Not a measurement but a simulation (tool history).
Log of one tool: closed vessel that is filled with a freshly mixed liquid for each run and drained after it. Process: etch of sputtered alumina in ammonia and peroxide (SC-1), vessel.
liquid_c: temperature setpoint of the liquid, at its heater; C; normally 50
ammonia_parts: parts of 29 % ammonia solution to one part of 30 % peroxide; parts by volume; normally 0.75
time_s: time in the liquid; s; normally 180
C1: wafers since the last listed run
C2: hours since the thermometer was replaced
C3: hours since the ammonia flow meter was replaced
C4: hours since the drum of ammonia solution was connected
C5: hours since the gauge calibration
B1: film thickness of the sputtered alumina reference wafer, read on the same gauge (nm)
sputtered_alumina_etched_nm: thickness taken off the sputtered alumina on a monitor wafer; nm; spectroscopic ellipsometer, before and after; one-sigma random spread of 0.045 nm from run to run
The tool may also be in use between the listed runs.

run 1 hour=0 | liquid_c=50 ammonia_parts=0.75 time_s=180 | C1=0 C2=302.3 C3=1809.1 C4=473.7 C5=650.6 | B1=30 | sputtered_alumina_etched_nm=8.91
run 2 hour=38.8 | liquid_c=50 ammonia_parts=0.75 time_s=180 | C1=2164 C2=341.1 C3=1847.9 C4=512.5 C5=689.4 | B1=30 | sputtered_alumina_etched_nm=8.98
run 3 hour=96.6 | liquid_c=50 ammonia_parts=0.75 time_s=180 | C1=3224 C2=398.9 C3=1905.7 C4=570.3 C5=747.2 | B1=29.99 | sputtered_alumina_etched_nm=9.01
run 4 hour=167.1 | liquid_c=50 ammonia_parts=0.75 time_s=180 | C1=3932 C2=469.4 C3=1976.2 C4=640.8 C5=817.7 | B1=29.99 | sputtered_alumina_etched_nm=9.08
run 5 hour=206 | liquid_c=50 ammonia_parts=0.75 time_s=180 | C1=2170 C2=508.3 C3=2015.1 C4=679.7 C5=856.6 | B1=29.99 | sputtered_alumina_etched_nm=9.11
-- hour=259.9 thermometer replaced
run 6 hour=270.5 | liquid_c=50 ammonia_parts=0.75 time_s=180 | C1=3542 C2=10.6 C3=2079.6 C4=744.2 C5=921.1 | B1=30 | sputtered_alumina_etched_nm=8.61
run 7 hour=298.4 | liquid_c=50 ammonia_parts=0.75 time_s=180 | C1=1556 C2=38.5 C3=2107.5 C4=772.1 C5=949 | B1=30.01 | sputtered_alumina_etched_nm=8.63
run 8 hour=355.1 | liquid_c=50 ammonia_parts=0.75 time_s=220 | C1=3163 C2=95.2 C3=2164.2 C4=828.8 C5=1005.7 | B1=30.02 | sputtered_alumina_etched_nm=10.66
run 9 hour=404 | liquid_c=50 ammonia_parts=0.75 time_s=220 | C1=2727 C2=144.1 C3=2213.1 C4=877.7 C5=1054.6 | B1=30.02 | sputtered_alumina_etched_nm=10.64
run 10 hour=438.4 | liquid_c=50 ammonia_parts=0.75 time_s=220 | C1=1919 C2=178.5 C3=2247.5 C4=912.1 C5=1089 | B1=30 | sputtered_alumina_etched_nm=10.81
-- hour=477.4 new drum of ammonia solution connected
run 11 hour=483.2 | liquid_c=50 ammonia_parts=0.75 time_s=180 | C1=2443 C2=223.3 C3=2292.3 C4=5.8 C5=1133.8 | B1=30 | sputtered_alumina_etched_nm=8.89
run 12 hour=520.4 | liquid_c=50 ammonia_parts=0.75 time_s=180 | C1=2075 C2=260.5 C3=2329.5 C4=43 C5=1171 | B1=29.99 | sputtered_alumina_etched_nm=8.9
run 13 hour=553.3 | liquid_c=50 ammonia_parts=0.55 time_s=180 | C1=1835 C2=293.4 C3=2362.4 C4=75.9 C5=1203.9 | B1=29.98 | sputtered_alumina_etched_nm=8.7
run 14 hour=584.6 | liquid_c=47 ammonia_parts=0.75 time_s=180 | C1=1746 C2=324.7 C3=2393.7 C4=107.2 C5=1235.2 | B1=30.02 | sputtered_alumina_etched_nm=7.55
-- hour=602.8 ammonia flow meter replaced
run 15 hour=646 | liquid_c=42 ammonia_parts=0.75 time_s=180 | C1=3369 C2=386.1 C3=43.2 C4=168.6 C5=1296.6 | B1=30 | sputtered_alumina_etched_nm=5.74
run 16 hour=717.1 | liquid_c=50 ammonia_parts=0.75 time_s=180 | C1=3966 C2=457.2 C3=114.3 C4=239.7 C5=1367.7 | B1=30 | sputtered_alumina_etched_nm=9.05
run 17 hour=757.9 | liquid_c=50 ammonia_parts=1 time_s=180 | C1=2276 C2=498 C3=155.1 C4=280.5 C5=1408.5 | B1=30 | sputtered_alumina_etched_nm=9.34

Estimate the outcome of run 18 from the log above:
run 18 hour=815.2 | liquid_c=50 ammonia_parts=0.75 time_s=180 | C1=3196 C2=555.3 C3=212.4 C4=337.8 C5=1465.8 | B1=? | sputtered_alumina_etched_nm=?

Run 18 produced B1 30, sputtered_alumina_etched_nm 9.15 nm.
Were there no unlogged condition in the tool, this run, its random variation unchanged, would have produced sputtered_alumina_etched_nm 8.59 nm.
